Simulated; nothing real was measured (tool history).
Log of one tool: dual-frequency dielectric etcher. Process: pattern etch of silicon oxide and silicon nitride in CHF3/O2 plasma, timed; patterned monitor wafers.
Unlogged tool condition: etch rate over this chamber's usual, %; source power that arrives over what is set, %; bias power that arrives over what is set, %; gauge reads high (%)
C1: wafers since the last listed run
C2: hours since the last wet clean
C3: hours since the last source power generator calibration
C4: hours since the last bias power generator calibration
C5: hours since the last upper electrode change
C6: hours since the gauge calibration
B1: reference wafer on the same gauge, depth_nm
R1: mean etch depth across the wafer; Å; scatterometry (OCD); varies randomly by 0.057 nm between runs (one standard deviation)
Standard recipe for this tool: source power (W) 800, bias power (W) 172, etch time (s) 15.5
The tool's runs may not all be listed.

{"run": 1, "day": 0.0, "source power (W)": 800, "bias power (W)": 172, "etch time (s)": 15.5, "C1": 0, "C2": 199.3, "C3": 1931.0, "C4": 2866.0, "C5": 3665.4, "C6": 1364.7, "B1": 28.0, "R1": 234.4}
{"run": 2, "day": 2.275, "source power (W)": 800, "bias power (W)": 172, "etch time (s)": 15.5, "C1": 961, "C2": 253.9, "C3": 1985.6, "C4": 2920.6, "C5": 3720.0, "C6": 1419.3, "B1": 28.0, "R1": 234.7}
{"run": 3, "day": 4.179, "source power (W)": 740, "bias power (W)": 172, "etch time (s)": 12.5, "C1": 804, "C2": 299.6, "C3": 2031.3, "C4": 2966.3, "C5": 3765.7, "C6": 1465.0, "B1": 27.98, "R1": 182.1}
{"run": 4, "day": 8.254, "source power (W)": 800, "bias power (W)": 163, "etch time (s)": 15.5, "C1": 1721, "C2": 397.4, "C3": 2129.1, "C4": 3064.1, "C5": 3863.5, "C6": 1562.8, "B1": 28.01, "R1": 229.4}
{"run": 5, "day": 10.658, "source power (W)": 800, "bias power (W)": 163, "etch time (s)": 15.5, "C1": 1015, "C2": 455.1, "C3": 2186.8, "C4": 3121.8, "C5": 3921.2, "C6": 1620.5, "B1": 27.99, "R1": 228.9}
{"day": 14.996, "done": "wet clean of the chamber"}
{"run": 6, "day": 15.017, "source power (W)": 800, "bias power (W)": 172, "etch time (s)": 15.5, "C1": 1418, "C2": 0.5, "C3": 2291.4, "C4": 3226.4, "C5": 4025.8, "C6": 1725.1, "B1": 28.0, "R1": 235.5}
{"run": 7, "day": 17.792, "source power (W)": 800, "bias power (W)": 172, "etch time (s)": 15.5, "C1": 1172, "C2": 67.1, "C3": 2358.0, "C4": 3293.0, "C5": 4092.4, "C6": 1791.7, "B1": 28.0, "R1": 233.6}
{"run": 8, "day": 20.408, "source power (W)": 800, "bias power (W)": 172, "etch time (s)": 15.5, "C1": 1105, "C2": 129.9, "C3": 2420.8, "C4": 3355.8, "C5": 4155.2, "C6": 1854.5, "B1": 28.0, "R1": 235.2}
{"run": 9, "day": 24.325, "source power (W)": 730, "bias power (W)": 186, "etch time (s)": 15.5, "C1": 1654, "C2": 223.9, "C3": 2514.8, "C4": 3449.8, "C5": 4249.2, "C6": 1948.5, "B1": 28.01, "R1": 231.2}
{"run": 10, "day": 28.638, "source power (W)": 730, "bias power (W)": 186, "etch time (s)": 15.5, "C1": 1821, "C2": 327.4, "C3": 2618.3, "C4": 3553.3, "C5": 4352.7, "C6": 2052.0, "B1": 28.0, "R1": 230.9}
{"day": 35.358, "done": "bias power generator calibrated"}
{"run": 11, "day": 37.992, "source power (W)": 800, "bias power (W)": 172, "etch time (s)": 15.5, "C1": 3881, "C2": 551.9, "C3": 2842.8, "C4": 63.2, "C5": 4577.2, "C6": 2276.5, "B1": 28.02, "R1": 240.6}
{"day": 39.675, "done": "wet clean of the chamber"}
{"run": 12, "day": 41.5, "source power (W)": 800, "bias power (W)": 172, "etch time (s)": 15.5, "C1": 1059, "C2": 43.8, "C3": 2927.0, "C4": 147.4, "C5": 4661.4, "C6": 2360.7, "B1": 28.0, "R1": 239.5}
{"run": 13, "day": 43.808, "source power (W)": 800, "bias power (W)": 172, "etch time (s)": 15.5, "C1": 975, "C2": 99.2, "C3": 2982.4, "C4": 202.8, "C5": 4716.8, "C6": 2416.1, "B1": 28.0, "R1": 239.5}
{"run": 14, "day": 46.662, "source power (W)": 800, "bias power (W)": 172, "etch time (s)": 15.5, "C1": 1205, "C2": 167.7, "C3": 3050.9, "C4": 271.3, "C5": 4785.3, "C6": 2484.6, "B1": 28.01, "R1": 239.2}
{"run": 15, "day": 49.617, "source power (W)": 800, "bias power (W)": 172, "etch time (s)": 15.5, "C1": 1248, "C2": 238.6, "C3": 3121.8, "C4": 342.2, "C5": 4856.2, "C6": 2555.5, "B1": 28.0, "R1": 239.6}
{"run": 16, "day": 51.929, "source power (W)": 730, "bias power (W)": 205, "etch time (s)": 14.0, "C1": 976, "C2": 294.1, "C3": 3177.3, "C4": 397.7, "C5": 4911.7, "C6": 2611.0, "B1": 27.98, "R1": 220.7}
{"run": 17, "day": 55.792, "source power (W)": 800, "bias power (W)": 172, "etch time (s)": 15.5, "C1": 1631, "C2": 386.8, "C3": 3270.0, "C4": 490.4, "C5": 5004.4, "C6": 2703.7, "B1": 28.01, "R1": 239.2}
{"run": 18, "day": 59.221, "source power (W)": 620, "bias power (W)": 195, "etch time (s)": 15.5, "C1": 1448, "C2": 469.1, "C3": 3352.3, "C4": 572.7, "C5": 5086.7, "C6": 2786.0, "B1": 28.0, "R1": 216.7}
{"day": 61.242, "done": "gauge calibrated"}
{"run": 19, "day": 61.35, "source power (W)": 690, "bias power (W)": 172, "etch time (s)": 15.5, "C1": 899, "C2": 520.2, "C3": 3403.4, "C4": 623.8, "C5": 5137.8, "C6": 2.6, "B1": 28.01, "R1": 218.9}
{"day": 64.396, "done": "source power generator calibrated"}
{"day": 65.642, "done": "wet clean of the chamber"}
{"run": 20, "day": 65.662, "source power (W)": 910, "bias power (W)": 147, "etch time (s)": 13.5, "C1": 1329, "C2": 0.5, "C3": 30.4, "C4": 727.3, "C5": 5241.3, "C6": 106.1, "B1": 27.99, "R1": 208.2}
{"run": 21, "day": 67.212, "source power (W)": 800, "bias power (W)": 135, "etch time (s)": 19.0, "C1": 654, "C2": 37.7, "C3": 67.6, "C4": 764.5, "C5": 5278.5, "C6": 143.3, "B1": 27.97, "R1": 262.2}
{"run": 22, "day": 71.183, "source power (W)": 800, "bias power (W)": 172, "etch time (s)": 15.5, "C1": 1677, "C2": 133.0, "C3": 162.9, "C4": 859.8, "C5": 5373.8, "C6": 238.6, "B1": 28.01, "R1": 237.5}
{"day": 73.021, "done": "upper electrode replaced"}
{"run": 23, "day": 74.079, "source power (W)": 800, "bias power (W)": 172, "etch time (s)": 15.5, "C1": 800, "C2": 202.5, "C3": 232.4, "C4": 929.3, "C5": 25.4, "C6": 308.1, "B1": 28.0, "R1": 237.7}
{"run": 24, "day": 76.788, "source power (W)": 680, "bias power (W)": 153, "etch time (s)": 17.0, "C1": 1144, "C2": 267.5, "C3": 297.4, "C4": 994.3, "C5": 90.4, "C6": 373.1, "B1": 28.01, "R1": 225.6}
{"run": 25, "day": 83.679, "source power (W)": 910, "bias power (W)": 195, "etch time (s)": 15.5, "C1": 2911, "C2": 432.9, "C3": 462.8, "C4": 1159.7, "C5": 255.8, "C6": 538.5, "B1": 27.99, "R1": 267.5}
{"day": 87.275, "done": "wet clean of the chamber"}
{"run": 26, "day": 87.421, "source power (W)": 680, "bias power (W)": 134, "etch time (s)": 18.5, "C1": 1158, "C2": 3.5, "C3": 552.6, "C4": 1249.5, "C5": 345.6, "C6": 628.3, "B1": 28.0, "R1": 231.8}
{"run": 27, "day": 89.438, "source power (W)": 610, "bias power (W)": 160, "etch time (s)": 15.5, "C1": 852, "C2": 51.9, "C3": 601.0, "C4": 1297.9, "C5": 394.0, "C6": 676.7, "B1": 28.0, "R1": 196.4}
{"run": 28, "day": 93.933, "source power (W)": 980, "bias power (W)": 212, "etch time (s)": 18.5, "C1": 1899, "C2": 159.8, "C3": 708.9, "C4": 1405.8, "C5": 501.9, "C6": 784.6, "B1": 28.0, "R1": 343.0}
{"run": 29, "day": 96.796, "source power (W)": 800, "bias power (W)": 172, "etch time (s)": 18.0, "C1": 1209, "C2": 228.5, "C3": 777.6, "C4": 1474.5, "C5": 570.6, "C6": 853.3, "B1": 28.02, "R1": 274.6}
{"run": 30, "day": 99.775, "source power (W)": 800, "bias power (W)": 172, "etch time (s)": 13.0, "C1": 1258, "C2": 300.0, "C3": 849.1, "C4": 1546.0, "C5": 642.1, "C6": 924.8, "B1": 27.98, "R1": 198.4}

Branching from run 30: 3 alternative next runs. What would each branch give?
{"run": "A", "day": 99.792, "source power (W)": 800, "bias power (W)": 172, "etch time (s)": 15.5, "C1": 7, "C2": 300.4, "C3": 849.5, "C4": 1546.4, "C5": 642.5, "C6": 925.2, "B1": "?", "R1": "?"}
{"run": "B", "day": 99.792, "source power (W)": 800, "bias power (W)": 207, "etch time (s)": 14.5, "C1": 7, "C2": 300.4, "C3": 849.5, "C4": 1546.4, "C5": 642.5, "C6": 925.2, "B1": "?", "R1": "?"}
{"run": "C", "day": 99.792, "source power (W)": 940, "bias power (W)": 208, "etch time (s)": 17.5, "C1": 7, "C2": 300.4, "C3": 849.5, "C4": 1546.4, "C5": 642.5, "C6": 925.2, "B1": "?", "R1": "?"}

run=A B1=28.01 R1=236.0
run=B B1=28.01 R1=238.8
run=C B1=28.01 R1=314.2
Had the tool no hidden state, the same runs would have come out as:
run=A R1=239.3
run=B R1=242.4
run=C R1=318.8
